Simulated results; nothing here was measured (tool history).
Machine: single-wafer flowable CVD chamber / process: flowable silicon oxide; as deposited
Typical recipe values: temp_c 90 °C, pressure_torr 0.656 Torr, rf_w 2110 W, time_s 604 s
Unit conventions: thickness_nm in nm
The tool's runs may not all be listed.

run	day	temp_c	pressure_torr	rf_w	time_s	read-back reference wafer on the same gauge, thickness_nm	thickness_nm
1	0	90	0.656	2110	525	460.106	332.787
2	0.496	90	0.656	2110	525	460.238	332.156
3	1.146	90	0.656	2110	566	460.113	356.816
# day 1.733: capacitance manometer re-zeroed and calibrated
4	1.754	90	0.656	1820	604	460.579	412.716
5	2.329	90	0.656	1820	604	459.887	410.131
6	2.671	90	0.656	1820	604	459.738	410.383
# day 3.879: showerhead replaced
7	4.321	90	0.656	2110	604	459.711	419.518
8	4.783	90	0.656	2110	604	460.113	421.618
# day 5.388: thermocouple changed; heater temperature recalibrated
9	5.529	90	0.656	2110	604	459.388	419.819
10	5.829	90	0.656	2110	604	459.821	422.343
11	6.442	90	0.656	2110	604	459.624	421.468
12	7.129	85	0.503	2110	533	459.636	325.456
13	7.392	90	0.656	2110	604	459.999	420.951
# day 8.029: gauge calibrated
14	8.067	90	0.503	2420	604	460.073	329.268
15	8.817	90	0.656	1720	689	459.858	465.299
16	9.562	76	0.579	2110	638	460.467	561.813
17	10.079	96	0.539	2110	604	459.803	290.361
18	10.521	98	0.804	1845	526	459.709	348.39
# day 11.35: RF generator calibrated
19	12.479	82	0.656	2110	604	459.785	518.207
20	12.825	95	0.606	2285	654	459.789	367.787
21	13.258	90	0.656	2395	566	459.28	399.225
22	13.742	90	0.656	2490	604	460.284	429.618
23	14.371	94	0.708	2110	604	459.631	402.437

Expected results for the next run?
24	14.783	90	0.656	2395	566	?	?

read-back reference wafer on the same gauge, thickness_nm: 459.824
thickness_nm: 400.679 nm
Minus the tool's unlogged condition, the same run would have read thickness_nm 400.99 nm.

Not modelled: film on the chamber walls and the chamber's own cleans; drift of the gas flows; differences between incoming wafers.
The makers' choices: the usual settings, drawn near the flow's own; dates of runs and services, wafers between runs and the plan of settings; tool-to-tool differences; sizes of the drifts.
